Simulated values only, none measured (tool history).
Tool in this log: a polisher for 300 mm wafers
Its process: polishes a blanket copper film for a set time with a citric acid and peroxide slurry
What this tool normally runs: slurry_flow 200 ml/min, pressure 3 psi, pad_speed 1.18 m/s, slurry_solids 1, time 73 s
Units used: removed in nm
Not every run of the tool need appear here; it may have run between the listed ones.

run	hour	slurry_flow	pressure	pad_speed	slurry_solids	time	incoming thickness of the incoming film, nm	removed
1	0	200	3	1.18	1	73	724.5	172.9
2	14.6	200	3	1.18	1	73	704.8	170.2
# hour 35.4: worn pad replaced by a new one
3	41.8	200	3	1.18	1	73	726.6	167.2
# hour 61.3: slurry nozzle cleaned
# hour 128.7: worn pad replaced by a new one
# hour 141.2: slurry blender recalibrated
4	141.7	200	3	1.18	1	73	715.6	172.9
5	176.7	235	3	1.18	1	73	715.9	173.3
6	203.2	200	3	1.18	1	73	710.9	171.6
# hour 218.1: worn pad replaced by a new one
7	232.5	200	3	1.18	1	73	707.2	174.8
8	263.8	200	3	1.18	1	73	698.8	172.6
9	280.2	200	2.7	0.8	0.85	86	716.8	134.2
# hour 305.6: slurry blender recalibrated
10	306.1	200	3	1.34	1	73	704	188.3
# hour 310.3: worn pad replaced by a new one
# hour 320.7: head pressure recalibrated
11	325.2	200	3	1.34	1	73	701.4	190.1
12	342.5	200	3	1.18	1	73	701	173.8
# hour 356.8: slurry nozzle cleaned
13	359.9	180	3.9	1.18	0.85	82	726	230.4
14	386.7	200	3	1.18	1	73	705.2	167.7
# hour 399.2: worn pad replaced by a new one
15	415.1	200	2.6	1.46	1.2	73	707.4	192
16	449.4	200	3	1.18	1	92	704	218.4

Consider 4 possible next runs. They are alternatives, not a sequence: every one starts from the tool as it was left by run 16. What does each give?
A	449.8	200	3	1.18	1	54	703.4	?
B	449.8	265	3	1.18	1	53	703.4	?
C	449.8	240	3	1.18	1	48	703.4	?
D	449.8	200	3.3	1.38	1.2	73	703.4	?

run	removed
A	126.7
B	128
C	114.8
D	218.3
With no hidden state in the tool, these same runs would have given:
run	removed
A	126.7
B	128
C	114.8
D	218.3

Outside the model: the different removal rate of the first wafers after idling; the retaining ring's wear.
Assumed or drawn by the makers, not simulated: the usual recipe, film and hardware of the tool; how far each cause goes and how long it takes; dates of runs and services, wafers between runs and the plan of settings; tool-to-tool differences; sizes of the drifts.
